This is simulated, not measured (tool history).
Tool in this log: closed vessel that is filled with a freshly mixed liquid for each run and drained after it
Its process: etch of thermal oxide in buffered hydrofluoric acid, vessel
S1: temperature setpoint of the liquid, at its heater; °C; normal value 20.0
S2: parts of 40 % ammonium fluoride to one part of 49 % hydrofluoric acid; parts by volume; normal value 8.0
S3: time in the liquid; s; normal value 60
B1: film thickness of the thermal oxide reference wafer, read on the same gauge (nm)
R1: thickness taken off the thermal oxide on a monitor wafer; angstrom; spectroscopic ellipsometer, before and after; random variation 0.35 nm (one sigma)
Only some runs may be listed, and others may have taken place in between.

run,day,S1,S2,S3,B1,R1
1,0.000,20.0,8.0,60,70.00,767.3
2,0.362,20.0,8.0,60,70.02,768.2
3,0.992,20.0,8.0,60,69.99,760.5
4,1.638,20.0,8.0,60,69.99,768.8
5,1.917,20.0,8.0,60,70.01,771.3
6,2.450,20.0,8.0,60,70.00,769.2
7,3.046,20.0,8.0,85,69.99,1087.3
8,3.633,20.0,8.0,85,70.01,1093.3
9,4.058,20.0,6.5,60,69.98,927.4
10,4.375,20.0,6.5,60,70.00,931.5
11,4.871,20.0,8.0,60,70.00,773.2
# day 5.442: thermometer replaced
12,5.558,20.0,8.0,60,69.97,772.4
# day 5.567: gauge calibrated
13,6.217,20.0,8.0,60,70.01,769.3
14,6.738,20.0,8.0,80,70.02,1042.9
15,7.221,20.0,8.0,60,70.02,775.9
16,7.600,20.0,5.0,60,70.00,1169.4
17,7.958,24.0,6.5,95,70.01,1847.5
18,8.396,20.0,8.0,80,70.00,1037.9
19,9.058,17.5,8.0,50,70.00,562.4
20,9.417,20.0,8.0,60,69.98,780.7
# day 10.558: hydrofluoric acid flow meter replaced
21,10.800,24.5,7.0,60,70.03,1023.4
22,11.258,20.0,8.0,40,69.99,464.9
23,11.625,20.0,8.0,60,69.99,702.5
24,11.888,20.0,8.0,60,70.01,700.0
25,12.583,24.5,8.0,60,70.01,893.7
26,12.946,20.0,5.5,75,70.02,1241.1
27,13.325,22.5,8.0,60,70.00,792.4

Consider 4 possible next runs. They are alternatives, not a sequence: every one starts from the tool as it was left by run 27. What does each give?
A,13.354,20.0,8.0,60,?,?
B,13.354,20.0,7.0,70,?,?
C,13.354,20.0,8.0,90,?,?
D,13.354,17.0,5.5,75,?,?

run,B1,R1
A,70.02,699.7
B,70.02,941.2
C,70.02,1049.5
D,70.02,1047.5
Had the tool no hidden state, the same runs would have come out as:
run,R1
A,692.8
B,933.7
C,1039.1
D,1039.4
